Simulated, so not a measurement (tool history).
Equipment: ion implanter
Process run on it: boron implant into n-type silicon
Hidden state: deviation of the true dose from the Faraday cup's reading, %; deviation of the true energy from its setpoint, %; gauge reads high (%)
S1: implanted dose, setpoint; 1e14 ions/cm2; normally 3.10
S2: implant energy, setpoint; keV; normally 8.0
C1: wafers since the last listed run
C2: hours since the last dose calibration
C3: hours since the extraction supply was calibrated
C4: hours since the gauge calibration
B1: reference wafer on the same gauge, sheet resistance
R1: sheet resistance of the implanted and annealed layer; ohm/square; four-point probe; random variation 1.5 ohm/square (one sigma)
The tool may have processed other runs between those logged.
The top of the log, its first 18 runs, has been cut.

run     day    S1   S2    C1      C2      C3     C4      B1      R1
     39.808  -- gauge calibrated
 19  40.783  2.70  6.5   523   645.7  3425.0   23.4  375.09  407.17
 20  42.246  2.52  5.5   604   680.8  3460.1   58.5  375.08  440.90
 21  44.004  3.35  6.5   727   723.0  3502.3  100.7  374.77  337.77
 22  45.042  3.10  9.5   429   747.9  3527.2  125.6  375.05  346.89
     46.242  -- extraction supply calibrated
 23  47.371  3.44  6.5   825   803.8    27.1  181.5  375.02  330.32
 24  50.275  3.67  8.5  1201   873.5    96.8  251.2  375.22  303.86
 25  52.638  3.10  8.0   977   930.2   153.5  307.9  374.58  349.91
 26  53.904  3.10  9.5   523   960.6   183.9  338.3  375.08  345.75
 27  56.212  2.65  6.0   954  1016.0   239.3  393.7  374.69  414.71

Run 28 comes next. What will it give?
 28  57.525  3.10  8.0  542  1047.5  270.8  425.2   ?   ?

B1: 375.00
R1: 353.16 ohm/square
With the hidden condition absent and the run-to-run variation left alone, this run would have shown R1 353.16 ohm/square.
